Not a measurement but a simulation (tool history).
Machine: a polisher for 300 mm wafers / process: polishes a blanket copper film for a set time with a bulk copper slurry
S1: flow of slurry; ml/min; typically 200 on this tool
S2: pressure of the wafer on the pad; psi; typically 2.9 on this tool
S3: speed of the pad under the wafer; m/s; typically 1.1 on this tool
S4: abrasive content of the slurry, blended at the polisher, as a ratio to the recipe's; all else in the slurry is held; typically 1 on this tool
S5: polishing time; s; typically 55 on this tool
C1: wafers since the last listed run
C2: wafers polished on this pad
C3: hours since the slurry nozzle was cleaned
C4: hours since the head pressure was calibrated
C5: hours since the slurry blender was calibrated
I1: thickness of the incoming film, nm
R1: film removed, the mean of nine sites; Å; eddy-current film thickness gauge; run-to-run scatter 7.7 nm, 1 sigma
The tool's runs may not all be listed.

run	hour	S1	S2	S3	S4	S5	C1	C2	C3	C4	C5	I1	R1
1	0	200	2.9	1.1	1	55	0	619	549	622.4	252.1	3142.9	4867
# hour 7.8: worn pad replaced by a new one
2	13.8	200	2.9	1.1	1	55	124	75	562.8	636.2	265.9	3096.8	4940
3	23.8	200	2.9	1.1	1	55	127	203	572.8	646.2	275.9	3131	4888
4	31	200	2.9	1.1	1	55	91	295	580	653.4	283.1	3059.4	4912
5	47.8	200	2.9	1.1	1	55	213	508	596.8	670.2	299.9	3140.7	4849
6	64.8	200	2.9	1.1	1	55	216	725	613.8	687.2	316.9	3101.6	4816
# hour 70.4: worn pad replaced by a new one
7	72.3	200	2.9	1.1	1	55	44	24	621.3	694.7	324.4	3139.3	4797
8	84.7	200	3.6	1.1	1	55	157	182	633.7	707.1	336.8	3178.7	6021
9	100.4	200	3.6	1.1	1	55	199	382	649.4	722.8	352.5	3151.4	5972
# hour 132.8: worn pad replaced by a new one
10	146.5	200	2.9	1.1	1	55	536	174	695.5	768.9	398.6	3108	4767
# hour 151.4: slurry blender recalibrated
11	160.1	200	2.9	1.1	1	55	147	321	709.1	782.5	8.7	3133.9	5174
# hour 171.6: slurry nozzle cleaned
12	177.7	250	2.9	1.1	0.9	69	211	533	6.1	800.1	26.3	3068.1	6533
# hour 189.8: worn pad replaced by a new one
13	190.3	235	2.4	1.1	0.8	41	109	6	18.7	812.7	38.9	3071.3	3002
14	198.6	200	2.9	1.1	1	55	105	111	27	821	47.2	3136.4	5025
# hour 218.2: head pressure recalibrated
# hour 251.2: worn pad replaced by a new one
15	251.7	200	2.9	1.1	1	55	599	6	80.1	33.5	100.3	3114.4	4976
16	265.7	200	2.1	1.1	1	55	178	184	94.1	47.5	114.3	3116.9	3677
17	275.7	200	2.2	1.4	1	55	127	311	104.1	57.5	124.3	3063.7	4899
18	292.2	200	2.6	1.1	1.15	55	210	521	120.6	74	140.8	3158.6	4626
19	309.7	200	2.9	1.1	0.7	65	222	744	138.1	91.5	158.3	3116.5	5460
# hour 318: worn pad replaced by a new one
20	318.5	150	2.3	1.1	0.8	62	61	6	146.9	100.3	167.1	3181.3	3975

Here are 5 independent what-if runs from the current tool condition. What would each one return?
A	318.9	230	2.9	1.1	1	55	5	11	147.3	100.7	167.5	3175.9	?
B	318.9	200	3.5	0.8	1	55	5	11	147.3	100.7	167.5	3175.9	?
C	318.9	200	3.5	1	1.2	41	5	11	147.3	100.7	167.5	3175.9	?
D	318.9	130	2.5	0.9	1	65	5	11	147.3	100.7	167.5	3175.9	?
E	318.9	145	2.6	1.1	0.9	64	5	11	147.3	100.7	167.5	3175.9	?

run	R1
A	5204
B	4491
C	4380
D	3987
E	4956
With no hidden state in the tool, these same runs would have given:
run	R1
A	5451
B	4705
C	4594
D	4177
E	5188

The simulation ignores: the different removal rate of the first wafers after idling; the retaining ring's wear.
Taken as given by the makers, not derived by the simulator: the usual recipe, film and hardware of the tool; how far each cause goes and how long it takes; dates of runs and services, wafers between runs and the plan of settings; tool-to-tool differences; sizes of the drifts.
